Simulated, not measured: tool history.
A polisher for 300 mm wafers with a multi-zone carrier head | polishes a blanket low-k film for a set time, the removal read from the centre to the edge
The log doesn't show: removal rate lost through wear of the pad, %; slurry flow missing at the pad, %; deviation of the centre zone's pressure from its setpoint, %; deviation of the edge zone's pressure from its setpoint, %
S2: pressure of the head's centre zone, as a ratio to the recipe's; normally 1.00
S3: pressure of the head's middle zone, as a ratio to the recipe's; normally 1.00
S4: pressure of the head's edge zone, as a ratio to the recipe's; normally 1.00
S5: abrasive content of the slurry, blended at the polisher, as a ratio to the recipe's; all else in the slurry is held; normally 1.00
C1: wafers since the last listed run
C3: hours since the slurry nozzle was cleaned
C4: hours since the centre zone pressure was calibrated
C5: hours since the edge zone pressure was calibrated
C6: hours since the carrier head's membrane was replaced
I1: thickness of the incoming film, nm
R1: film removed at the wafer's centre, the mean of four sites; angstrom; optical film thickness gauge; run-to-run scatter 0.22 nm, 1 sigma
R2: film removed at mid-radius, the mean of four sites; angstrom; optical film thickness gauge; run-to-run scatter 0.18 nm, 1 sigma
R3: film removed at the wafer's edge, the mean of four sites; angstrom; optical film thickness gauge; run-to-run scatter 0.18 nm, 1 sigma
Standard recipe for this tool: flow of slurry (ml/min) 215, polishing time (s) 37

Run 1, hour 0.0: usual settings; C1 0; wafers polished on this pad 267; C3 314.9; C4 1038.6; C5 331.7; C6 656.3; I1 609.3. Result: R1 174 angstrom, R2 166 angstrom, R3 162 angstrom.
Run 2, hour 11.0: usual settings but polishing time (s) 32; C1 137; wafers polished on this pad 405; C3 325.9; C4 1049.6; C5 342.7; C6 667.3; I1 602.4. Result: R1 149 angstrom, R2 143 angstrom, R3 142 angstrom.
At hour 14.4: edge zone pressure recalibrated.
Run 3, hour 39.4: usual settings but polishing time (s) 32; C1 329; wafers polished on this pad 735; C3 354.3; C4 1078.0; C5 25.0; C6 695.7; I1 601.7. Result: R1 146 angstrom, R2 141 angstrom, R3 142 angstrom.
At hour 50.5: worn pad replaced by a new one.
At hour 51.0: carrier head's membrane replaced by a new one.
Run 4, hour 51.5: usual settings but S2 0.97, polishing time (s) 27; C1 94; wafers polished on this pad 6; C3 366.4; C4 1090.1; C5 37.1; C6 0.5; I1 602.6. Result: R1 118 angstrom, R2 120 angstrom, R3 120 angstrom.
At hour 59.4: centre zone pressure recalibrated.
Run 5, hour 65.4: usual settings; C1 148; wafers polished on this pad 154; C3 380.3; C4 6.0; C5 51.0; C6 14.4; I1 588.5. Result: R1 170 angstrom, R2 166 angstrom, R3 168 angstrom.
Run 6, hour 73.3: usual settings; C1 98; wafers polished on this pad 253; C3 388.2; C4 13.9; C5 58.9; C6 22.3; I1 602.0. Result: R1 170 angstrom, R2 167 angstrom, R3 167 angstrom.
Run 7, hour 84.3: usual settings but S2 0.93, S4 1.08, S5 1.20; C1 137; wafers polished on this pad 391; C3 399.2; C4 24.9; C5 69.9; C6 33.3; I1 605.5. Result: R1 174 angstrom, R2 181 angstrom, R3 189 angstrom.
Run 8, hour 92.3: usual settings but flow of slurry (ml/min) 140, S2 1.10, S3 1.09, polishing time (s) 33; C1 99; wafers polished on this pad 491; C3 407.2; C4 32.9; C5 77.9; C6 41.3; I1 605.7. Result: R1 156 angstrom, R2 152 angstrom, R3 143 angstrom.
Run 9, hour 108.9: usual settings but flow of slurry (ml/min) 180, polishing time (s) 28; C1 207; wafers polished on this pad 698; C3 423.8; C4 49.5; C5 94.5; C6 57.9; I1 592.4. Result: R1 127 angstrom, R2 123 angstrom, R3 124 angstrom.
Run 10, hour 115.6: usual settings but S2 1.06; C1 83; wafers polished on this pad 782; C3 430.5; C4 56.2; C5 101.2; C6 64.6; I1 604.9. Result: R1 183 angstrom, R2 164 angstrom, R3 165 angstrom.
Run 11, hour 127.8: usual settings but S2 0.92, polishing time (s) 48; C1 152; wafers polished on this pad 934; C3 442.7; C4 68.4; C5 113.4; C6 76.8; I1 596.7. Result: R1 204 angstrom, R2 215 angstrom, R3 214 angstrom.
At hour 138.5: worn pad replaced by a new one.
Run 12, hour 139.0: usual settings; C1 89; wafers polished on this pad 5; C3 453.9; C4 79.6; C5 124.6; C6 88.0; I1 604.4. Result: R1 173 angstrom, R2 162 angstrom, R3 162 angstrom.
Run 13, hour 149.6: usual settings but polishing time (s) 45; C1 132; wafers polished on this pad 138; C3 464.5; C4 90.2; C5 135.2; C6 98.6; I1 596.4. Result: R1 206 angstrom, R2 199 angstrom, R3 200 angstrom.
Run 14, hour 156.7: usual settings; C1 88; wafers polished on this pad 226; C3 471.6; C4 97.3; C5 142.3; C6 105.7; I1 592.4. Result: R1 171 angstrom, R2 165 angstrom, R3 165 angstrom.
At hour 163.9: slurry nozzle cleaned.
Run 15, hour 198.4: usual settings but flow of slurry (ml/min) 270; C1 508; wafers polished on this pad 735; C3 34.5; C4 139.0; C5 184.0; C6 147.4; I1 601.5. Result: R1 179 angstrom, R2 170 angstrom, R3 167 angstrom.
At hour 210.2: worn pad replaced by a new one.
Run 16, hour 210.7: usual settings but S2 0.93, S5 0.75; C1 103; wafers polished on this pad 6; C3 46.8; C4 151.3; C5 196.3; C6 159.7; I1 603.5. Result: R1 126 angstrom, R2 134 angstrom, R3 137 angstrom.
Run 17, hour 215.1: usual settings but S4 1.05; C1 54; wafers polished on this pad 61; C3 51.2; C4 155.7; C5 200.7; C6 164.1; I1 591.4. Result: R1 169 angstrom, R2 165 angstrom, R3 166 angstrom.
Run 18, hour 229.2: usual settings; C1 176; wafers polished on this pad 237; C3 65.3; C4 169.8; C5 214.8; C6 178.2; I1 598.0. Result: R1 168 angstrom, R2 164 angstrom, R3 166 angstrom.
Run 19, hour 242.2: usual settings but flow of slurry (ml/min) 285, S2 1.04; C1 162; wafers polished on this pad 400; C3 78.3; C4 182.8; C5 227.8; C6 191.2; I1 599.9. Result: R1 182 angstrom, R2 169 angstrom, R3 169 angstrom.
Run 20, hour 249.3: usual settings but S2 1.05, S5 1.30; C1 88; wafers polished on this pad 489; C3 85.4; C4 189.9; C5 234.9; C6 198.3; I1 598.2. Result: R1 206 angstrom, R2 190 angstrom, R3 191 angstrom.
Run 21, hour 261.0: usual settings but S2 0.91, S4 0.90; C1 146; wafers polished on this pad 635; C3 97.1; C4 201.6; C5 246.6; C6 210.0; I1 600.7. Result: R1 154 angstrom, R2 165 angstrom, R3 154 angstrom.
Run 22, hour 272.1: usual settings but S3 0.88; C1 138; wafers polished on this pad 773; C3 108.2; C4 212.7; C5 257.7; C6 221.1; I1 597.4. Result: R1 173 angstrom, R2 149 angstrom, R3 164 angstrom.

Predict each of these 4 candidate next runs independently; none follows another, all start after run 22:
Run A, hour 272.5: usual settings but S4 0.94; C1 4; wafers polished on this pad 778; C3 108.6; C4 213.1; C5 258.1; C6 221.5; I1 589.2. Result: R1 ?, R2 ?, R3 ?.
Run B, hour 272.5: usual settings but S4 0.90, polishing time (s) 25; C1 4; wafers polished on this pad 778; C3 108.6; C4 213.1; C5 258.1; C6 221.5; I1 589.2. Result: R1 ?, R2 ?, R3 ?.
Run C, hour 272.5: usual settings but flow of slurry (ml/min) 180, S5 1.25; C1 4; wafers polished on this pad 778; C3 108.6; C4 213.1; C5 258.1; C6 221.5; I1 589.2. Result: R1 ?, R2 ?, R3 ?.
Run D, hour 272.5: usual settings but S2 1.12; C1 4; wafers polished on this pad 778; C3 108.6; C4 213.1; C5 258.1; C6 221.5; I1 589.2. Result: R1 ?, R2 ?, R3 ?.

run   R1   R2   R3
  A  172  164  160
  B  116  111  106
  C  190  182  183
  D  192  164  165
Take away the tool's hidden state, keep each run's random variation, and the runs would have read:
run   R1   R2   R3
  A  172  164  160
  B  116  111  106
  C  190  182  183
  D  192  164  165

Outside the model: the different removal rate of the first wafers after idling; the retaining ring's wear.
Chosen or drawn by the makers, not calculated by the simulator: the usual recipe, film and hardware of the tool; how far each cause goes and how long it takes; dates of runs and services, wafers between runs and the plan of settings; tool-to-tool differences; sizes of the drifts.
